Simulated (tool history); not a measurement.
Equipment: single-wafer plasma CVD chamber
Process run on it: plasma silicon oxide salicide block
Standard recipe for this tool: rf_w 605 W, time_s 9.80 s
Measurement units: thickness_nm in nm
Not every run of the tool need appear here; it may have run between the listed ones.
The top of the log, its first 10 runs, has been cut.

run,hour,rf_w,time_s,"read-back reference wafer on the same gauge, thickness_nm",thickness_nm
11,737.1,605,11.20,75.388,104.156
12,998.5,605,11.20,75.277,104.206
13,1064.3,530,9.80,75.292,87.859
14,1145.1,530,9.80,75.144,88.587
15,1201.8,530,9.80,75.159,87.927
16,1308.0,640,9.80,75.057,91.395
# hour 1321.0: RF generator calibrated
17,1354.9,545,8.33,75.017,75.396
18,1460.4,605,9.80,75.155,90.498
# hour 1484.3: gauge calibrated
19,1525.9,605,11.18,78.132,108.225
20,1599.5,530,9.19,77.985,85.323
# hour 1664.2: showerhead replaced
21,1686.1,650,8.44,77.630,83.143
22,1780.9,605,11.18,77.633,108.212
23,1850.8,535,8.11,77.397,75.038
24,1900.2,605,8.87,77.469,84.822
25,1942.0,660,9.80,77.379,95.522
26,2041.5,690,8.86,77.228,87.287
27,2140.8,535,7.87,77.014,72.234
28,2240.2,605,9.80,76.903,93.395
29,2328.7,655,10.33,76.790,99.895
30,2412.3,500,9.06,76.762,81.543
31,2462.1,725,10.38,76.604,103.146
32,2559.6,605,11.24,76.628,106.854
33,2596.1,605,10.94,76.727,103.496

Alternative continuations, all from the tool just after run 33; predict every row:
A,2596.5,605,9.80,?,?
B,2596.5,720,11.71,?,?
C,2596.5,530,9.29,?,?
D,2596.5,675,11.67,?,?
E,2596.5,695,9.80,?,?

run,"read-back reference wafer on the same gauge, thickness_nm",thickness_nm
A,76.576,92.737
B,76.576,115.763
C,76.576,85.110
D,76.576,113.496
E,76.576,96.015
Had the tool no hidden state, the same runs would have come out as:
run,thickness_nm
A,94.447
B,117.897
C,86.679
D,115.588
E,97.785

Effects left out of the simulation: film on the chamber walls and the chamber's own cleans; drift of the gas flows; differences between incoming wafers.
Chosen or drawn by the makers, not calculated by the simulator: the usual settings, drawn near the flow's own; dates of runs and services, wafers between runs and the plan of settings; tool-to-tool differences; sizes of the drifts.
